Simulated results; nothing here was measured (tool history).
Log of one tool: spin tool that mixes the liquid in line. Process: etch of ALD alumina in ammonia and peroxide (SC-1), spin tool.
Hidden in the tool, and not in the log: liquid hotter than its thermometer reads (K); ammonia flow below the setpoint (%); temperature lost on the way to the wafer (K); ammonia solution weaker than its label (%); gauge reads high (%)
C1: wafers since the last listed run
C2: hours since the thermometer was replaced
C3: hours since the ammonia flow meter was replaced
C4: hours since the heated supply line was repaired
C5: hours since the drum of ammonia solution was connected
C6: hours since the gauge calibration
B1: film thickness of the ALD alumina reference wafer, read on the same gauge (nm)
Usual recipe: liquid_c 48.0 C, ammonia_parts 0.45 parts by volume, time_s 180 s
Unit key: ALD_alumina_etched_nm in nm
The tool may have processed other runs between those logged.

run 1 hour=0.0 | liquid_c=48.0 ammonia_parts=0.45 time_s=180 | C1=0 C2=1397.8 C3=616.8 C4=3421.7 C5=16.1 C6=230.8 | B1=50.02 | ALD_alumina_etched_nm=7.99
-- hour=10.5 ammonia flow meter replaced
-- hour=14.6 heated supply line repaired
run 2 hour=16.2 | liquid_c=48.0 ammonia_parts=0.45 time_s=180 | C1=132 C2=1414.0 C3=5.7 C4=1.6 C5=32.3 C6=247.0 | B1=50.01 | ALD_alumina_etched_nm=10.08
run 3 hour=22.7 | liquid_c=48.0 ammonia_parts=0.45 time_s=180 | C1=60 C2=1420.5 C3=12.2 C4=8.1 C5=38.8 C6=253.5 | B1=50.02 | ALD_alumina_etched_nm=10.00
run 4 hour=34.0 | liquid_c=48.0 ammonia_parts=0.45 time_s=180 | C1=105 C2=1431.8 C3=23.5 C4=19.4 C5=50.1 C6=264.8 | B1=50.02 | ALD_alumina_etched_nm=10.00
run 5 hour=46.9 | liquid_c=48.0 ammonia_parts=0.45 time_s=180 | C1=120 C2=1444.7 C3=36.4 C4=32.3 C5=63.0 C6=277.7 | B1=49.97 | ALD_alumina_etched_nm=9.97
-- hour=47.2 gauge calibrated
run 6 hour=63.8 | liquid_c=48.0 ammonia_parts=0.45 time_s=180 | C1=157 C2=1461.6 C3=53.3 C4=49.2 C5=79.9 C6=16.6 | B1=49.98 | ALD_alumina_etched_nm=10.03
run 7 hour=75.9 | liquid_c=48.0 ammonia_parts=0.45 time_s=180 | C1=112 C2=1473.7 C3=65.4 C4=61.3 C5=92.0 C6=28.7 | B1=50.03 | ALD_alumina_etched_nm=10.03
run 8 hour=87.5 | liquid_c=52.0 ammonia_parts=0.45 time_s=180 | C1=108 C2=1485.3 C3=77.0 C4=72.9 C5=103.6 C6=40.3 | B1=50.03 | ALD_alumina_etched_nm=12.54
run 9 hour=100.4 | liquid_c=48.0 ammonia_parts=0.45 time_s=180 | C1=120 C2=1498.2 C3=89.9 C4=85.8 C5=116.5 C6=53.2 | B1=49.96 | ALD_alumina_etched_nm=10.10
run 10 hour=118.0 | liquid_c=40.5 ammonia_parts=0.55 time_s=250 | C1=164 C2=1515.8 C3=107.5 C4=103.4 C5=134.1 C6=70.8 | B1=50.01 | ALD_alumina_etched_nm=9.27
run 11 hour=125.5 | liquid_c=54.0 ammonia_parts=0.65 time_s=180 | C1=69 C2=1523.3 C3=115.0 C4=110.9 C5=141.6 C6=78.3 | B1=50.01 | ALD_alumina_etched_nm=14.29
run 12 hour=137.9 | liquid_c=56.5 ammonia_parts=0.60 time_s=180 | C1=115 C2=1535.7 C3=127.4 C4=123.3 C5=154.0 C6=90.7 | B1=49.98 | ALD_alumina_etched_nm=16.21
run 13 hour=145.7 | liquid_c=48.0 ammonia_parts=0.45 time_s=120 | C1=72 C2=1543.5 C3=135.2 C4=131.1 C5=161.8 C6=98.5 | B1=50.01 | ALD_alumina_etched_nm=6.69
run 14 hour=159.0 | liquid_c=44.0 ammonia_parts=0.25 time_s=85 | C1=123 C2=1556.8 C3=148.5 C4=144.4 C5=175.1 C6=111.8 | B1=50.06 | ALD_alumina_etched_nm=3.56
-- hour=165.6 thermometer replaced
run 15 hour=176.8 | liquid_c=42.5 ammonia_parts=0.55 time_s=240 | C1=156 C2=11.2 C3=166.3 C4=162.2 C5=192.9 C6=129.6 | B1=50.02 | ALD_alumina_etched_nm=9.16
run 16 hour=185.6 | liquid_c=48.0 ammonia_parts=0.45 time_s=180 | C1=82 C2=20.0 C3=175.1 C4=171.0 C5=201.7 C6=138.4 | B1=49.99 | ALD_alumina_etched_nm=9.27
run 17 hour=196.4 | liquid_c=48.0 ammonia_parts=0.60 time_s=285 | C1=100 C2=30.8 C3=185.9 C4=181.8 C5=212.5 C6=149.2 | B1=50.02 | ALD_alumina_etched_nm=15.03
run 18 hour=213.8 | liquid_c=48.0 ammonia_parts=0.45 time_s=180 | C1=162 C2=48.2 C3=203.3 C4=199.2 C5=229.9 C6=166.6 | B1=50.02 | ALD_alumina_etched_nm=9.28
run 19 hour=229.5 | liquid_c=48.0 ammonia_parts=0.45 time_s=180 | C1=146 C2=63.9 C3=219.0 C4=214.9 C5=245.6 C6=182.3 | B1=49.98 | ALD_alumina_etched_nm=9.23
run 20 hour=246.2 | liquid_c=41.0 ammonia_parts=0.45 time_s=90 | C1=155 C2=80.6 C3=235.7 C4=231.6 C5=262.3 C6=199.0 | B1=49.96 | ALD_alumina_etched_nm=3.09
run 21 hour=259.4 | liquid_c=48.0 ammonia_parts=0.45 time_s=180 | C1=123 C2=93.8 C3=248.9 C4=244.8 C5=275.5 C6=212.2 | B1=49.97 | ALD_alumina_etched_nm=9.30
run 22 hour=273.6 | liquid_c=52.5 ammonia_parts=0.45 time_s=180 | C1=132 C2=108.0 C3=263.1 C4=259.0 C5=289.7 C6=226.4 | B1=50.00 | ALD_alumina_etched_nm=11.91
run 23 hour=282.6 | liquid_c=48.0 ammonia_parts=0.45 time_s=180 | C1=83 C2=117.0 C3=272.1 C4=268.0 C5=298.7 C6=235.4 | B1=49.96 | ALD_alumina_etched_nm=9.29
run 24 hour=294.7 | liquid_c=56.0 ammonia_parts=0.65 time_s=105 | C1=112 C2=129.1 C3=284.2 C4=280.1 C5=310.8 C6=247.5 | B1=49.96 | ALD_alumina_etched_nm=8.61
run 25 hour=304.3 | liquid_c=38.0 ammonia_parts=0.60 time_s=230 | C1=89 C2=138.7 C3=293.8 C4=289.7 C5=320.4 C6=257.1 | B1=49.96 | ALD_alumina_etched_nm=6.79
run 26 hour=314.2 | liquid_c=48.0 ammonia_parts=0.45 time_s=100 | C1=92 C2=148.6 C3=303.7 C4=299.6 C5=330.3 C6=267.0 | B1=49.93 | ALD_alumina_etched_nm=5.15

Branching from run 26: 3 alternative next runs. What would each branch give?
run A hour=314.7 | liquid_c=48.0 ammonia_parts=0.45 time_s=180 | C1=4 C2=149.1 C3=304.2 C4=300.1 C5=330.8 C6=267.5 | B1=? | ALD_alumina_etched_nm=?
run B hour=314.7 | liquid_c=44.5 ammonia_parts=0.50 time_s=150 | C1=4 C2=149.1 C3=304.2 C4=300.1 C5=330.8 C6=267.5 | B1=? | ALD_alumina_etched_nm=?
run C hour=314.7 | liquid_c=48.0 ammonia_parts=0.50 time_s=95 | C1=4 C2=149.1 C3=304.2 C4=300.1 C5=330.8 C6=267.5 | B1=? | ALD_alumina_etched_nm=?

run=A B1=49.97 ALD_alumina_etched_nm=9.25
run=B B1=49.97 ALD_alumina_etched_nm=6.39
run=C B1=49.97 ALD_alumina_etched_nm=4.93
Without the tool's unlogged condition, the same runs would have read:
run=A ALD_alumina_etched_nm=9.35
run=B ALD_alumina_etched_nm=6.46
run=C ALD_alumina_etched_nm=4.98
